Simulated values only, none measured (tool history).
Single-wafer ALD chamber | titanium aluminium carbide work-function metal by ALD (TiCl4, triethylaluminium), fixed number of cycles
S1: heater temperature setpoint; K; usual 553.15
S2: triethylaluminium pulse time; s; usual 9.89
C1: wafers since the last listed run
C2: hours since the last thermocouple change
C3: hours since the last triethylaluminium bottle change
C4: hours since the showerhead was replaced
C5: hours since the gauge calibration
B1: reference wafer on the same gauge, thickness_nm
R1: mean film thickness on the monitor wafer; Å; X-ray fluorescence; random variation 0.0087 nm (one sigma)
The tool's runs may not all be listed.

| run | hour | S1 | S2 | C1 | C2 | C3 | C4 | C5 | B1 | R1 |
|---|---|---|---|---|---|---|---|---|---|---|
| 1 | 0.0 | 549.15 | 9.89 | 0 | 257.5 | 1285.0 | 2440.1 | 337.1 | 1.680 | 16.26 |
| 2 | 86.7 | 553.15 | 9.89 | 1196 | 344.2 | 1371.7 | 2526.8 | 423.8 | 1.681 | 16.45 |
| 3 | 194.1 | 546.15 | 11.00 | 1482 | 451.6 | 1479.1 | 2634.2 | 531.2 | 1.680 | 16.17 |
| 4 | 234.1 | 553.15 | 9.89 | 551 | 491.6 | 1519.1 | 2674.2 | 571.2 | 1.678 | 16.73 |
| 5 | 309.6 | 553.15 | 9.89 | 1041 | 567.1 | 1594.6 | 2749.7 | 646.7 | 1.679 | 16.79 |
| 6 | 352.1 | 544.15 | 12.36 | 586 | 609.6 | 1637.1 | 2792.2 | 689.2 | 1.680 | 16.19 |
| 7 | 414.4 | 563.15 | 9.89 | 859 | 671.9 | 1699.4 | 2854.5 | 751.5 | 1.679 | 17.61 |
| 8 | 517.7 | 563.15 | 9.89 | 1425 | 775.2 | 1802.7 | 2957.8 | 854.8 | 1.681 | 17.36 |
| 9 | 598.2 | 558.15 | 9.89 | 1110 | 855.7 | 1883.2 | 3038.3 | 935.3 | 1.678 | 17.06 |
|  | 672.4 | triethylaluminium bottle replaced |
| 10 | 705.5 | 558.15 | 9.89 | 1370 | 963.0 | 33.1 | 3145.6 | 1042.6 | 1.678 | 16.93 |
| 11 | 767.1 | 557.15 | 11.75 | 850 | 1024.6 | 94.7 | 3207.2 | 1104.2 | 1.683 | 17.15 |
| 12 | 834.6 | 557.15 | 11.75 | 931 | 1092.1 | 162.2 | 3274.7 | 1171.7 | 1.683 | 17.16 |
| 13 | 931.2 | 557.15 | 11.75 | 1333 | 1188.7 | 258.8 | 3371.3 | 1268.3 | 1.680 | 17.12 |
| 14 | 1023.9 | 553.15 | 9.89 | 1279 | 1281.4 | 351.5 | 3464.0 | 1361.0 | 1.681 | 16.32 |
| 15 | 1095.1 | 567.15 | 13.14 | 982 | 1352.6 | 422.7 | 3535.2 | 1432.2 | 1.681 | 18.07 |
| 16 | 1136.1 | 541.15 | 7.83 | 565 | 1393.6 | 463.7 | 3576.2 | 1473.2 | 1.680 | 14.52 |
| 17 | 1175.2 | 553.15 | 9.89 | 539 | 1432.7 | 502.8 | 3615.3 | 1512.3 | 1.681 | 16.46 |
| 18 | 1225.0 | 539.15 | 13.23 | 687 | 1482.5 | 552.6 | 3665.1 | 1562.1 | 1.677 | 15.27 |
| 19 | 1264.6 | 557.15 | 8.06 | 546 | 1522.1 | 592.2 | 3704.7 | 1601.7 | 1.679 | 16.05 |
|  | 1287.9 | showerhead replaced |
| 20 | 1351.4 | 564.15 | 7.87 | 1087 | 1608.9 | 679.0 | 63.5 | 1688.5 | 1.679 | 16.63 |
| 21 | 1459.3 | 541.15 | 7.83 | 1489 | 1716.8 | 786.9 | 171.4 | 1796.4 | 1.682 | 14.44 |
|  | 1490.8 | gauge calibrated |
|  | 1517.6 | thermocouple changed; heater temperature recalibrated |
| 22 | 1526.9 | 547.15 | 8.42 | 822 | 9.3 | 854.5 | 239.0 | 36.1 | 1.678 | 15.66 |
| 23 | 1590.8 | 542.15 | 7.66 | 881 | 73.2 | 918.4 | 302.9 | 100.0 | 1.683 | 14.92 |
| 24 | 1684.8 | 542.15 | 6.10 | 1297 | 167.2 | 1012.4 | 396.9 | 194.0 | 1.678 | 13.79 |
| 25 | 1747.8 | 560.15 | 9.89 | 869 | 230.2 | 1075.4 | 459.9 | 257.0 | 1.679 | 17.13 |
| 26 | 1799.2 | 546.15 | 9.89 | 709 | 281.6 | 1126.8 | 511.3 | 308.4 | 1.680 | 16.07 |
| 27 | 1852.8 | 553.15 | 9.89 | 739 | 335.2 | 1180.4 | 564.9 | 362.0 | 1.680 | 16.63 |
| 28 | 1912.5 | 540.15 | 11.95 | 823 | 394.9 | 1240.1 | 624.6 | 421.7 | 1.677 | 15.67 |

What the log doesn't show, run by run:
triethylaluminium dose above that of a fresh bottle (%): 0 in every run
gauge reads high (%): 0 in every run
H1: wafer temperature above the value expected at the setpoint (K)
| run | H1 |
|---|---|
| 1 | -0.0236 |
| 2 | -0.149 |
| 3 | -0.355 |
| 4 | -0.446 |
| 5 | -0.639 |
| 6 | -0.759 |
| 7 | -0.952 |
| 8 | -1.31 |
| 9 | -1.63 |
| 10 | -2.1 |
| 11 | -2.39 |
| 12 | -2.74 |
| 13 | -3.27 |
| 14 | -3.82 |
| 15 | -4.27 |
| 16 | -4.54 |
| 17 | -4.81 |
| 18 | -5.16 |
| 19 | -5.45 |
| 20 | -6.1 |
| 21 | -6.97 |
| 22 | -0.66 |
| 23 | -0.673 |
| 24 | -0.728 |
| 25 | -0.788 |
| 26 | -0.851 |
| 27 | -0.931 |
| 28 | -1.04 |
